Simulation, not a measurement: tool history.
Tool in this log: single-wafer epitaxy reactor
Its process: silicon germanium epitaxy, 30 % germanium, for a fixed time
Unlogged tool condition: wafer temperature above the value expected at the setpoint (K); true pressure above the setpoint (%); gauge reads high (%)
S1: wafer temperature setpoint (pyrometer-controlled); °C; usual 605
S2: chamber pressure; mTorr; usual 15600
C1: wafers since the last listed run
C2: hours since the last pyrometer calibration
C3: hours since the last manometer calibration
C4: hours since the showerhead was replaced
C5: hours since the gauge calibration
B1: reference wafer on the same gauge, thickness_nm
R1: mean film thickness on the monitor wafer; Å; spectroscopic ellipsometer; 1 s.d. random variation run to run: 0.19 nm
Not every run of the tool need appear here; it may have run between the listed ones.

| run | hour | S1 | S2 | C1 | C2 | C3 | C4 | C5 | B1 | R1 |
|---|---|---|---|---|---|---|---|---|---|---|
| 1 | 0 | 605 | 15600 | 0 | 1488.9 | 746.5 | 2533.4 | 1507.1 | 53.419 | 614.08 |
| 2 | 174.4 | 602 | 18700 | 2908 | 1663.3 | 920.9 | 2707.8 | 1681.5 | 53.379 | 647.41 |
| 3 | 235.7 | 602 | 18700 | 1022 | 1724.6 | 982.2 | 2769.1 | 1742.8 | 53.401 | 648.16 |
| 4 | 289.1 | 602 | 18700 | 890 | 1778 | 1035.6 | 2822.5 | 1796.2 | 53.451 | 649.07 |
| 5 | 331.8 | 605 | 15600 | 712 | 1820.7 | 1078.3 | 2865.2 | 1838.9 | 53.414 | 620.95 |
|  | 362.9 | gauge calibrated |
| 6 | 396.7 | 605 | 15600 | 1082 | 1885.6 | 1143.2 | 2930.1 | 33.8 | 53.393 | 622.6 |
| 7 | 428.1 | 605 | 15600 | 523 | 1917 | 1174.6 | 2961.5 | 65.2 | 53.406 | 623.71 |
| 8 | 475.6 | 605 | 15600 | 792 | 1964.5 | 1222.1 | 3009 | 112.7 | 53.393 | 624.34 |
| 9 | 513.9 | 605 | 15600 | 638 | 2002.8 | 1260.4 | 3047.3 | 151 | 53.434 | 625.1 |
| 10 | 552.1 | 605 | 15600 | 637 | 2041 | 1298.6 | 3085.5 | 189.2 | 53.443 | 627.38 |
| 11 | 576.4 | 605 | 15600 | 405 | 2065.3 | 1322.9 | 3109.8 | 213.5 | 53.452 | 625.09 |
|  | 601.7 | showerhead replaced |
| 12 | 622.3 | 605 | 15600 | 632 | 2111.2 | 1368.8 | 20.6 | 259.4 | 53.476 | 629.89 |
| 13 | 651 | 605 | 15600 | 478 | 2139.9 | 1397.5 | 49.3 | 288.1 | 53.444 | 628.78 |
| 14 | 713.6 | 605 | 15600 | 1043 | 2202.5 | 1460.1 | 111.9 | 350.7 | 53.481 | 630.87 |
| 15 | 785.6 | 605 | 15600 | 1200 | 2274.5 | 1532.1 | 183.9 | 422.7 | 53.386 | 631.36 |
| 16 | 834.3 | 593 | 15600 | 812 | 2323.2 | 1580.8 | 232.6 | 471.4 | 53.336 | 503.34 |
| 17 | 891.9 | 605 | 17800 | 960 | 2380.8 | 1638.4 | 290.2 | 529 | 53.367 | 680.75 |
| 18 | 956.3 | 612 | 17300 | 1073 | 2445.2 | 1702.8 | 354.6 | 593.4 | 53.453 | 764.56 |
| 19 | 1014 | 598 | 15600 | 962 | 2502.9 | 1760.5 | 412.3 | 651.1 | 53.392 | 558.26 |
|  | 1023.5 | pyrometer calibrated |
| 20 | 1064.2 | 605 | 15600 | 703 | 40.7 | 1810.7 | 462.5 | 701.3 | 53.436 | 603.03 |
| 21 | 1099.5 | 605 | 15600 | 588 | 76 | 1846 | 497.8 | 736.6 | 53.449 | 605.45 |
| 22 | 1143.7 | 605 | 15600 | 737 | 120.2 | 1890.2 | 542 | 780.8 | 53.465 | 604.01 |
| 23 | 1175.9 | 590 | 16700 | 536 | 152.4 | 1922.4 | 574.2 | 813 | 53.466 | 472.87 |
| 24 | 1217.2 | 601 | 17000 | 688 | 193.7 | 1963.7 | 615.5 | 854.3 | 53.366 | 590.98 |
|  | 1246.2 | capacitance manometer re-zeroed and calibrated |
| 25 | 1270.6 | 609 | 12000 | 757 | 247.1 | 24.4 | 668.9 | 907.7 | 53.362 | 550.65 |
| 26 | 1311.5 | 605 | 15600 | 682 | 288 | 65.3 | 709.8 | 948.6 | 53.422 | 604.75 |
| 27 | 1357.6 | 605 | 15600 | 768 | 334.1 | 111.4 | 755.9 | 994.7 | 53.393 | 605.54 |
| 28 | 1388.7 | 615 | 19100 | 518 | 365.2 | 142.5 | 787 | 1025.8 | 53.363 | 814.5 |

The next listed run, before its measurement:
| 29 | 1447.4 | 590 | 18100 | 978 | 423.9 | 201.2 | 845.7 | 1084.5 | ? | ? |

{"run 29": {"B1": 53.364, "R1": 491.75}}
Were there no unlogged condition in the tool, this run, its random variation unchanged, would have produced R1 492.37 Å.
